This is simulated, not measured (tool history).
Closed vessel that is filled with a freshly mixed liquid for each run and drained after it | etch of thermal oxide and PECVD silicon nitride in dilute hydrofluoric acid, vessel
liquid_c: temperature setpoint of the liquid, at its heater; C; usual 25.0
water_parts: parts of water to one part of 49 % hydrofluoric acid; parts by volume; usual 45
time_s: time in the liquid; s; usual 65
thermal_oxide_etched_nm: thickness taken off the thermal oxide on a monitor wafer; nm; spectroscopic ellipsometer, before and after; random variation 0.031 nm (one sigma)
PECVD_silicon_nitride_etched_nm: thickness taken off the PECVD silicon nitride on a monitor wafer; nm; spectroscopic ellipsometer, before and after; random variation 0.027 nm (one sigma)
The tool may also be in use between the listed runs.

run,day,liquid_c,water_parts,time_s,"read-back film thickness of the thermal oxide reference wafer, read on the same gauge (nm)","read-back film thickness of the PECVD silicon nitride reference wafer, read on the same gauge (nm)",thermal_oxide_etched_nm,PECVD_silicon_nitride_etched_nm
1,0.000,25.0,45,65,29.98,100.010,6.44,3.707
2,1.196,25.0,45,65,29.99,99.995,6.42,3.682
3,2.362,25.0,55,35,29.99,99.992,2.75,1.598
4,3.521,25.0,55,35,29.99,100.028,2.77,1.583
5,4.125,25.0,55,35,30.01,100.009,2.76,1.585
6,5.512,25.0,45,65,29.99,99.973,6.28,3.547
7,6.596,25.0,45,65,29.98,99.989,6.26,3.538
# day 6.888: hydrofluoric acid flow meter replaced
# day 8.192: gauge calibrated
8,9.783,29.5,35,65,29.99,100.044,10.58,6.441
9,10.696,25.0,30,65,29.98,100.031,10.24,5.579
10,11.479,25.0,30,65,29.99,99.967,10.26,5.539
# day 11.621: thermometer replaced
11,12.433,23.0,40,65,30.00,100.009,7.57,4.263
12,13.762,25.0,45,65,30.00,99.984,7.25,4.250
13,14.308,20.5,35,35,30.02,99.979,4.20,2.146
14,15.025,25.0,60,65,29.99,100.021,5.28,3.229

Some steps in thermal_oxide_etched_nm between neighbouring runs. How much of each would the tool show without its hidden state too (settings, what came in, random variation), and how much is left for the hidden state, with any gauge scatter that isn't in both results?
The hidden state here: liquid colder than its thermometer reads (K); hydrofluoric acid flow below the setpoint (%); gauge reads high (%).
Run 7 -> 8: liquid_c 25.0 -> 29.5, water_parts 45 -> 35, hydrofluoric acid flow meter replaced, gauge calibrated. thermal_oxide_etched_nm +4.32 nm: hidden state +0.06, all else +4.26.
Run 10 -> 11: liquid_c 25.0 -> 23.0, water_parts 30 -> 40, thermometer replaced. thermal_oxide_etched_nm -2.69 nm: hidden state +1.04, all else -3.73.
